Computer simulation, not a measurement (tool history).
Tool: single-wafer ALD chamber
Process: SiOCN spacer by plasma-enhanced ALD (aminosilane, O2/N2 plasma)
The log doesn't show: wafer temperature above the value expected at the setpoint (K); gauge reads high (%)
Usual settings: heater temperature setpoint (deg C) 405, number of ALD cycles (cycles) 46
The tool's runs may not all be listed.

run,hour,heater temperature setpoint (deg C),number of ALD cycles (cycles),wafers since the last listed run,hours since the last thermocouple change,hours since the gauge calibration,"read-back reference wafer on the same gauge, thickness_nm",mean film thickness on the monitor wafer (nm)
1,0,405,46,0,2315.4,336.6,2.341,2.9
2,28.8,405,46,154,2344.2,365.4,2.341,2.896
3,43.3,405,46,77,2358.7,379.9,2.341,2.889
4,55.5,405,46,65,2370.9,392.1,2.343,2.89
5,71.4,405,46,85,2386.8,408,2.344,2.907
6,98.7,405,46,146,2414.1,435.3,2.345,2.901
7,142.5,414,46,234,2457.9,479.1,2.344,2.81
8,155,414,46,66,2470.4,491.6,2.346,2.797
9,172.2,405,46,92,2487.6,508.8,2.346,2.905
10,192.4,405,46,108,2507.8,529,2.346,2.906
11,207.5,405,46,80,2522.9,544.1,2.348,2.91
12,225.6,413,50,97,2541,562.2,2.348,3.065
13,256.6,413,50,166,2572,593.2,2.35,3.055
14,284.1,405,46,147,2599.5,620.7,2.352,2.903
15,318,405,46,181,2633.4,654.6,2.351,2.909
16,343.5,405,46,136,2658.9,680.1,2.351,2.907
17,369.1,405,46,137,2684.5,705.7,2.352,2.908
18,384.2,405,46,80,2699.6,720.8,2.351,2.918
19,405.6,405,46,114,2721,742.2,2.356,2.918
20,434.8,394,38,156,2750.2,771.4,2.355,2.448
21,448.8,405,46,75,2764.2,785.4,2.357,2.921
# hour 466.1: thermocouple changed; heater temperature recalibrated
22,472.4,395,46,83,6.3,809,2.357,2.952
23,504.9,392,40,174,38.8,841.5,2.357,2.574
24,535.7,405,46,165,69.6,872.3,2.358,2.925
25,555.3,419,52,105,89.2,891.9,2.36,3.147
# hour 555.3: gauge calibrated
26,585.9,399,46,163,119.8,30.6,2.33,2.927
27,611.8,405,46,138,145.7,56.5,2.33,2.88
28,638.2,405,54,141,172.1,82.9,2.33,3.397
29,657.9,405,46,105,191.8,102.6,2.332,2.885
30,676,405,55,97,209.9,120.7,2.331,3.448
31,692.7,405,53,89,226.6,137.4,2.333,3.332
32,708.9,395,51,86,242.8,153.6,2.331,3.245
33,726,405,46,91,259.9,170.7,2.334,2.891
34,750.8,405,51,132,284.7,195.5,2.335,3.198
35,767.3,409,37,88,301.2,212,2.334,2.283
36,800,392,37,175,333.9,244.7,2.336,2.366
37,816,405,46,85,349.9,260.7,2.336,2.889

5 ways to go on from here, each from the tool as it stands after run 37. What would each give?
A,816.5,405,46,2,350.4,261.2,?,?
B,816.5,413,41,2,350.4,261.2,?,?
C,816.5,400,39,2,350.4,261.2,?,?
D,816.5,419,41,2,350.4,261.2,?,?
E,816.5,405,40,2,350.4,261.2,?,?

run,"read-back reference wafer on the same gauge, thickness_nm",mean film thickness on the monitor wafer (nm)
A,2.337,2.881
B,2.337,2.497
C,2.337,2.48
D,2.337,2.443
E,2.337,2.506
Without the tool's hidden state the same runs would have given:
run,mean film thickness on the monitor wafer (nm)
A,2.873
B,2.489
C,2.473
D,2.436
E,2.498
